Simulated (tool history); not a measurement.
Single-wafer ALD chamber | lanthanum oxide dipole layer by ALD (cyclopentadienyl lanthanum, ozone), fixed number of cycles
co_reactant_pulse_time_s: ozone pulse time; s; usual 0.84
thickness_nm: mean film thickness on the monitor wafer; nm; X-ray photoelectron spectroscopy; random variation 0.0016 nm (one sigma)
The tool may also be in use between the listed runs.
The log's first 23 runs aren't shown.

run,hour,co_reactant_pulse_time_s,wafers since the last listed run,hours since the last thermocouple change,hours since the last ozone generator service,hours since the showerhead was replaced,hours since the gauge calibration,"read-back reference wafer on the same gauge, thickness_nm",thickness_nm
24,1885,0.65,484,335.2,1639.9,855.9,654.4,0.442,0.385
25,1933.3,0.84,506,383.5,1688.2,904.2,702.7,0.441,0.412
# hour 2022.9: ozone generator serviced
26,2034.3,0.97,974,484.5,11.4,1005.2,803.7,0.441,0.438
27,2122.3,0.71,922,572.5,99.4,1093.2,891.7,0.441,0.403
28,2174.7,0.52,549,624.9,151.8,1145.6,944.1,0.441,0.368
29,2278.7,0.55,1090,728.9,255.8,1249.6,1048.1,0.441,0.373
30,2378.6,0.66,1047,828.8,355.7,1349.5,1148,0.441,0.394
31,2440.8,0.57,651,891,417.9,1411.7,1210.2,0.441,0.378
32,2546.8,0.84,1111,997,523.9,1517.7,1316.2,0.441,0.421
33,2630.8,0.51,880,1081,607.9,1601.7,1400.2,0.442,0.365
34,2680.3,0.84,518,1130.5,657.4,1651.2,1449.7,0.441,0.418
35,2769,0.84,929,1219.2,746.1,1739.9,1538.4,0.441,0.421

Forecast each of these 3 alternatives for the next run:
A,2769.4,0.84,4,1219.6,746.5,1740.3,1538.8,?,?
B,2769.4,0.62,4,1219.6,746.5,1740.3,1538.8,?,?
C,2769.4,0.73,4,1219.6,746.5,1740.3,1538.8,?,?

run,"read-back reference wafer on the same gauge, thickness_nm",thickness_nm
A,0.441,0.422
B,0.441,0.387
C,0.441,0.405
Without the tool's hidden state the same runs would have given:
run,thickness_nm
A,0.424
B,0.39
C,0.408
